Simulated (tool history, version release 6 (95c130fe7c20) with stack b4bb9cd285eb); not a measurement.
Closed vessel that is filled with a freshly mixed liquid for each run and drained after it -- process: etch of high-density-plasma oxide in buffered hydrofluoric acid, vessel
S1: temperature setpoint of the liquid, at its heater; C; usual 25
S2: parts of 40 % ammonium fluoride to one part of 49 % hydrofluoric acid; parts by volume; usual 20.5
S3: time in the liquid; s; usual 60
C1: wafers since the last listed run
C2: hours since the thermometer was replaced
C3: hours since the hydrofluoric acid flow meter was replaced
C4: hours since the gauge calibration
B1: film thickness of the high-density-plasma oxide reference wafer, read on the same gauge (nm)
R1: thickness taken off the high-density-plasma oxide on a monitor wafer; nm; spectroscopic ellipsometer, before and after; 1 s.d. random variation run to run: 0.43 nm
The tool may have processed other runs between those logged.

run	hour	S1	S2	S3	C1	C2	C3	C4	B1	R1
1	0	25	20.5	45	0	891.6	284.8	1562.2	140	58.62
# hour 43.6: thermometer replaced
2	54.6	25	20.5	45	4596	11	339.4	1616.8	140.02	55.7
3	143.1	25	20.5	45	7589	99.5	427.9	1705.3	139.98	56.24
4	221.2	25	20.5	60	6697	177.6	506	1783.4	140.02	74.62
5	348.9	25	20.5	60	10951	305.3	633.7	1911.1	139.99	75.01
6	452.8	25	20.5	60	8910	409.2	737.6	2015	139.99	76.67
7	551.5	25	20.5	60	8464	507.9	836.3	2113.7	139.99	76.29
8	657.8	25	20.5	60	9116	614.2	942.6	2220	139.98	77.29
9	739.7	25	20.5	60	7023	696.1	1024.5	2301.9	140	78.03
# hour 831.1: hydrofluoric acid flow meter replaced
10	845.4	25	20.5	60	8979	801.8	14.3	2407.6	140.03	76.35
11	906.1	25	26.5	60	5205	862.5	75	2468.3	140	64.17
12	969.3	28	16	60	5420	925.7	138.2	2531.5	140	114.37
# hour 1004.3: thermometer replaced
13	1013.4	28	16	60	3696	9.1	182.3	2575.6	139.99	110.3
14	1054.3	25	20.5	85	3507	50	223.2	2616.5	140.02	105.41
15	1098.1	25	25.5	70	3756	93.8	267	2660.3	139.99	74.97
16	1185.9	25	20.5	60	7529	181.6	354.8	2748.1	139.98	75
17	1491	22.5	20.5	80	26165	486.7	659.9	3053.2	140	89.67
18	1577.5	25	20.5	60	7418	573.2	746.4	3139.7	140	77.93
19	1617.5	25	20.5	60	3430	613.2	786.4	3179.7	140	77.76
20	1678.1	28	24	85	5197	673.8	847	3240.3	139.98	115.81
# hour 1694.1: gauge calibrated
21	1717.8	25	20.5	90	3404	713.5	886.7	23.7	140	117.12
22	1817.3	25	20.5	60	8533	813	986.2	123.2	140	78.17
# hour 1861.7: hydrofluoric acid flow meter replaced
23	1870.7	27.5	25.5	50	4493	866.4	9	176.6	140.01	63.05
24	1955.3	23	14	40	7255	951	93.6	261.2	139.99	67.34
25	2054.2	25	28	40	8481	1049.9	192.5	360.1	140	42.44
# hour 2074.2: thermometer replaced
26	2106	25	27	85	4356	31.8	244.3	411.9	139.99	86.11
27	2213.6	26.5	12.5	60	9227	139.4	351.9	519.5	139.99	130.11
28	2278	25	20.5	60	5522	203.8	416.3	583.9	140	74.04
29	2382.9	23	25	40	8996	308.7	521.2	688.8	140.01	39
30	2464.9	29	20.5	60	7032	390.7	603.2	770.8	140	95.01
31	2567.3	25	27	95	8781	493.1	705.6	873.2	140.01	101.37

Some steps in R1 between neighbouring runs. How much of each would the tool show without its hidden state too (settings, what came in, random variation), and how much is left for the hidden state, with any gauge scatter that isn't in both results?
The hidden state here: liquid hotter than its thermometer reads (K); hydrofluoric acid flow above the setpoint (%); gauge reads high (%).
Run 1 -> 2: thermometer replaced. R1 -2.92 nm: hidden state -3.09, all else +0.17.
Run 11 -> 12: S1 25 -> 28, S2 26.5 -> 16. R1 +50.2 nm: hidden state +3.1, all else +47.1.
Run 12 -> 13: thermometer replaced. R1 -4.07 nm: hidden state -4.23, all else +0.16.
Run 27 -> 28: S1 26.5 -> 25, S2 12.5 -> 20.5. R1 -56.07 nm: hidden state -1.06, all else -55.01.
Run 29 -> 30: S1 23 -> 29, S2 25 -> 20.5, S3 40 -> 60. R1 +56.01 nm: hidden state +2.12, all else +53.89.
